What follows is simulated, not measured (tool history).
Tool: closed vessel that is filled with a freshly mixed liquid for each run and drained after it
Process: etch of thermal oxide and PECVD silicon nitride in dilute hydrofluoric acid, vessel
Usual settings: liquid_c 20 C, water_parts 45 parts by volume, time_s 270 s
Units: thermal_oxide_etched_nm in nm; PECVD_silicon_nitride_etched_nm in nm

| run | hour | liquid_c | water_parts | time_s | read-back film thickness of the thermal oxide reference wafer, read on the same gauge (nm) | read-back film thickness of the PECVD silicon nitride reference wafer, read on the same gauge (nm) | thermal_oxide_etched_nm | PECVD_silicon_nitride_etched_nm |
|---|---|---|---|---|---|---|---|---|
| 1 | 0 | 20 | 45 | 270 | 110.25 | 80.17 | 25.84 | 18.98 |
| 2 | 41.2 | 20 | 45 | 270 | 110.29 | 80.23 | 25.74 | 18.88 |
| 3 | 126.8 | 20 | 60 | 270 | 110.34 | 80.22 | 19.09 | 14.3 |
| 4 | 210.8 | 20 | 60 | 270 | 110.43 | 80.28 | 19.01 | 14.26 |
| 5 | 258.5 | 20 | 60 | 270 | 110.44 | 80.31 | 19.35 | 14.28 |
| 6 | 306.7 | 20 | 45 | 270 | 110.52 | 80.32 | 26.46 | 18.88 |
| 7 | 381.8 | 20 | 45 | 365 | 110.61 | 80.38 | 35.73 | 25.68 |
|  | 428.2 | thermometer replaced |
| 8 | 440.6 | 17 | 35 | 220 | 110.66 | 80.49 | 24.39 | 15.96 |
| 9 | 514.3 | 17 | 35 | 420 | 110.8 | 80.56 | 45.83 | 30.44 |
| 10 | 574 | 20 | 45 | 125 | 110.88 | 80.64 | 12.23 | 8.75 |
| 11 | 649.3 | 20 | 35 | 375 | 111 | 80.73 | 46.96 | 33.8 |
|  | 670.5 | hydrofluoric acid flow meter replaced |
| 12 | 694.2 | 20 | 25 | 270 | 111.08 | 80.81 | 47.5 | 33.39 |
| 13 | 787.9 | 20 | 45 | 270 | 111.31 | 80.93 | 25.75 | 18.99 |
| 14 | 859.1 | 18 | 45 | 270 | 111.47 | 81.07 | 24.22 | 16.46 |
| 15 | 912.4 | 20 | 45 | 270 | 111.61 | 81.14 | 26.35 | 19.27 |
| 16 | 974.6 | 18 | 35 | 205 | 111.75 | 81.29 | 24 | 16.11 |
| 17 | 1062.9 | 17 | 30 | 115 | 112.03 | 81.46 | 14.95 | 9.67 |
| 18 | 1140.6 | 20 | 45 | 270 | 112.25 | 81.59 | 26.7 | 19.34 |
| 19 | 1191.3 | 22.5 | 55 | 135 | 112.38 | 81.73 | 12.01 | 9.36 |
| 20 | 1264.8 | 20 | 45 | 270 | 112.66 | 81.9 | 26.54 | 19.33 |
| 21 | 1310 | 20 | 45 | 270 | 112.82 | 82.06 | 26.39 | 19.36 |

Forecast run 22:
| 22 | 1533.6 | 23 | 45 | 120 | ? | ? | ? | ? |

{"run 22": {"read-back film thickness of the thermal oxide reference wafer, read on the same gauge (nm)": 113.63, "read-back film thickness of the PECVD silicon nitride reference wafer, read on the same gauge (nm)": 82.64, "thermal_oxide_etched_nm": 13.67, "PECVD_silicon_nitride_etched_nm": 10.69}}
Without the tool's hidden state the same run would have given thermal_oxide_etched_nm 13.23 nm, PECVD_silicon_nitride_etched_nm 10.35 nm.

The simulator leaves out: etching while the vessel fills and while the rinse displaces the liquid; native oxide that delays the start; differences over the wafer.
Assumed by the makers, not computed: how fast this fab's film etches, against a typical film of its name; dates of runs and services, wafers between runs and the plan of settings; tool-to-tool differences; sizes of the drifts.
